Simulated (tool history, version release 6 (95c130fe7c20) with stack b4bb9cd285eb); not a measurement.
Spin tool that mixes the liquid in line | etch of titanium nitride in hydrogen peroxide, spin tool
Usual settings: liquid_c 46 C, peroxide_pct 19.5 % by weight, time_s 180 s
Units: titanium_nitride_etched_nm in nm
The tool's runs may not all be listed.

run	hour	liquid_c	peroxide_pct	time_s	read-back film thickness of the titanium nitride reference wafer, read on the same gauge (nm)	titanium_nitride_etched_nm
1	0	46	19.5	150	30	8.32
2	30.5	46	19.5	150	30	8.33
3	75	46	19.5	150	30	8.38
4	141.7	46	19.5	180	29.98	9.93
5	167.8	46	19.5	180	30.01	9.88
6	215.6	46	19.5	180	30	10.01
7	273	46	19.5	180	30	9.81
8	331.5	46	17.5	180	30	9.79
9	384.5	46	17.5	180	30	9.73
10	561.9	46	17.5	180	30.01	9.69
11	595.4	46	19.5	180	29.99	9.87
# hour 621.3: thermometer replaced
12	635.2	46	19.5	180	29.99	9.94
13	663.1	46	19.5	180	30.01	9.87
14	713.2	49.5	25.5	280	29.98	21.06
# hour 775.5: new drum of peroxide connected
15	782.7	53.5	17	225	29.99	20.53
16	824.5	52	19.5	145	30.01	12.33
17	876.4	46	23	180	29.99	10.22
# hour 925.4: heated supply line repaired
18	931.8	50	24	130	30	9.82
# hour 969.3: gauge calibrated
19	978.4	53.5	19.5	180	29.99	17.08
# hour 992.6: peroxide flow meter replaced
20	1033	46	17.5	180	30	9.77
21	1074.9	46	19.5	180	29.98	9.92
22	1124.2	49.5	23	180	29.97	13.38
23	1239.6	51.5	19.5	280	30	23.06
24	1269.8	46	19.5	95	30.02	5.23
25	1338.8	42.5	19.5	180	30	7.72
26	1377.1	49	13.5	90	30	5.72

Hidden state or all else? Some run-to-run changes of titanium_nitride_etched_nm, split into what the settings, what came in and random variation would give without the hidden state, and what is left for the hidden state (with any gauge scatter that isn't in both results):
The hidden state here: liquid hotter than its thermometer reads (K); peroxide flow below the setpoint (%); temperature lost on the way to the wafer (K); peroxide weaker than its label (%); gauge reads high (%).
Run 13 -> 14: liquid_c 46 -> 49.5, peroxide_pct 19.5 -> 25.5, time_s 180 -> 280. titanium_nitride_etched_nm +11.19 nm: hidden state -0.22, all else +11.41.
Run 19 -> 20: liquid_c 53.5 -> 46, peroxide_pct 19.5 -> 17.5, peroxide flow meter replaced. titanium_nitride_etched_nm -7.31 nm: hidden state +0.38, all else -7.69.
Run 23 -> 24: liquid_c 51.5 -> 46, time_s 280 -> 95. titanium_nitride_etched_nm -17.83 nm: hidden state +0.14, all else -17.97.
